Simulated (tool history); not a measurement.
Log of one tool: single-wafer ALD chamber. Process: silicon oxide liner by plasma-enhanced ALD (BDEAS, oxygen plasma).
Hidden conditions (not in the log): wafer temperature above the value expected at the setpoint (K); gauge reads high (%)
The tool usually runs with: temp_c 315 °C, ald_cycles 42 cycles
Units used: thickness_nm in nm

run   hour  temp_c  ald_cycles  wafers since the last listed run  hours since the last thermocouple change  hours since the gauge calibration  read-back reference wafer on the same gauge, thickness_nm  thickness_nm
  1      0     315          40                                 0                                    2023.9                              769.7                                                      4.498         3.751
  2   64.8     315          40                               704                                    2088.7                              834.5                                                      4.494         3.731
  3   95.6     315          40                               335                                    2119.5                              865.3                                                      4.493         3.728
  4  160.3     315          42                               703                                    2184.2                                930                                                      4.489         3.923
  5  222.6     315          42                               677                                    2246.5                              992.3                                                      4.488          3.93
  6  279.2     315          42                               615                                    2303.1                             1048.9                                                      4.491         3.921
  7  390.5     315          42                              1210                                    2414.4                             1160.2                                                      4.484         3.891
  8  419.1     315          42                               311                                      2443                             1188.8                                                      4.489         3.929
  9  484.4     315          42                               710                                    2508.3                             1254.1                                                      4.485         3.917
       511  -- thermocouple changed; heater temperature recalibrated
 10  522.4     315          42                               326                                      11.4                             1292.1                                                      4.489         3.897
 11  594.3     315          42                               782                                      83.3                               1364                                                      4.489         3.924
 12  626.8     315          42                               353                                     115.8                             1396.5                                                      4.493         3.937
 13  654.3     321          46                               299                                     143.3                               1424                                                      4.493         4.265
 14  679.5     321          46                               274                                     168.5                             1449.2                                                      4.489         4.263
 15  723.2     321          46                               475                                     212.2                             1492.9                                                      4.488         4.241
 16  781.8     321          39                               637                                     270.8                             1551.5                                                      4.488         3.638
 17  844.7     315          42                               684                                     333.7                             1614.4                                                      4.495         3.927
 18  878.2     308          36                               364                                     367.2                             1647.9                                                      4.488         3.392

Run 19 has not been measured yet. What should we expect?
 19   925     315          42                               509                                       414                             1694.7                                                          ?             ?

Run 19 produced read-back reference wafer on the same gauge, thickness_nm 4.488, thickness_nm 3.935 nm.
Minus the tool's unlogged condition, the same run would have read thickness_nm 3.935 nm.
